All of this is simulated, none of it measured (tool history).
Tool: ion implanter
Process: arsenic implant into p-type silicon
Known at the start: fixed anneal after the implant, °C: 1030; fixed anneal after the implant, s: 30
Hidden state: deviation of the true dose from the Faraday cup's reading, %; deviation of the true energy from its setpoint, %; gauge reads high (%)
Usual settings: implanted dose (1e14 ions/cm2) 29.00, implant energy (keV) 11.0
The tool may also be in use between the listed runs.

run,hour,implanted dose (1e14 ions/cm2),implant energy (keV),wafers since the last listed run,hours since the last dose calibration,hours since the extraction supply was calibrated,hours since the gauge calibration,"read-back reference wafer on the same gauge, sheet resistance",sheet resistance of the implanted and annealed layer (ohm/square)
1,0.0,34.87,9.0,0,405.3,5092.1,396.4,73.79,77.72
2,101.4,29.00,11.0,1865,506.7,5193.5,497.8,73.86,79.63
3,139.8,29.00,11.0,706,545.1,5231.9,536.2,73.78,79.95
4,220.2,29.00,10.0,1479,625.5,5312.3,616.6,73.82,80.29
5,492.4,29.00,10.0,5007,897.7,5584.5,888.8,73.80,80.57
# hour 553.2: Faraday cup replaced and dose calibrated
6,559.5,29.00,11.0,1087,6.3,5651.6,955.9,73.76,79.77
7,626.5,29.00,11.0,1232,73.3,5718.6,1022.9,73.77,79.34
8,692.1,29.00,11.0,1206,138.9,5784.2,1088.5,73.79,79.65
9,781.6,29.00,11.0,1646,228.4,5873.7,1178.0,73.82,79.70
10,840.3,29.00,11.0,1079,287.1,5932.4,1236.7,73.80,79.64
11,928.2,29.00,11.0,1617,375.0,6020.3,1324.6,73.82,79.60
# hour 969.9: gauge calibrated
12,993.3,29.00,11.0,1197,440.1,6085.4,23.4,73.81,79.80
13,1033.9,29.00,11.0,746,480.7,6126.0,64.0,73.78,80.04
14,1084.1,29.00,11.0,923,530.9,6176.2,114.2,73.83,79.72
15,1183.9,22.81,9.5,1836,630.7,6276.0,214.0,73.76,85.26
16,1255.6,23.36,11.0,1319,702.4,6347.7,285.7,73.71,84.01
17,1355.8,36.96,11.0,1843,802.6,6447.9,385.9,73.82,76.27
# hour 1407.7: Faraday cup replaced and dose calibrated
18,1427.8,26.74,12.0,1177,20.1,6519.9,457.9,73.85,80.04
19,1520.3,35.06,10.0,1701,112.6,6612.4,550.4,73.80,77.35
20,1604.4,31.88,9.5,1547,196.7,6696.5,634.5,73.74,79.23
# hour 1654.4: extraction supply calibrated
21,1675.1,24.04,7.5,1153,267.4,20.7,705.2,73.82,84.82
22,1720.9,29.00,11.0,842,313.2,66.5,751.0,73.84,79.51
23,1763.5,29.00,8.0,783,355.8,109.1,793.6,73.81,80.96
24,1826.2,21.72,11.0,1153,418.5,171.8,856.3,73.80,85.19
25,1906.6,29.00,11.0,1479,498.9,252.2,936.7,73.75,79.57
26,1989.7,22.53,9.0,1528,582.0,335.3,1019.8,73.81,85.76
27,2074.2,22.82,8.0,1554,666.5,419.8,1104.3,73.79,86.24
28,2130.0,29.00,14.5,1026,722.3,475.6,1160.1,73.78,77.23
29,2187.9,29.00,11.0,1065,780.2,533.5,1218.0,73.82,79.98
30,2247.8,29.00,11.0,1102,840.1,593.4,1277.9,73.76,80.05
31,2336.4,22.94,10.0,1630,928.7,682.0,1366.5,73.78,85.34
# hour 2385.1: gauge calibrated
32,2443.6,37.33,7.5,1972,1035.9,789.2,58.5,73.81,78.47
# hour 2461.9: Faraday cup replaced and dose calibrated
33,2488.9,29.00,8.5,686,27.0,834.5,103.8,73.81,80.82
34,2548.6,35.26,11.0,1098,86.7,894.2,163.5,73.85,76.57
35,2600.3,25.55,9.5,951,138.4,945.9,215.2,73.85,82.26
36,2649.3,29.00,11.0,901,187.4,994.9,264.2,73.80,79.28

The same runs without the tool's hidden state, with the same run-to-run variation:
run,sheet resistance of the implanted and annealed layer (ohm/square)
1,77.62
2,79.45
3,79.73
4,80.01
5,79.96
6,79.68
7,79.25
8,79.54
9,79.57
10,79.48
11,79.40
12,79.56
13,79.77
14,79.42
15,84.75
16,83.41
17,75.73
18,80.01
19,77.32
20,79.18
21,84.73
22,79.42
23,80.85
24,84.97
25,79.35
26,85.39
27,85.77
28,76.80
29,79.48
30,79.47
31,84.43
32,77.68
33,80.95
34,76.69
35,82.40
36,79.38
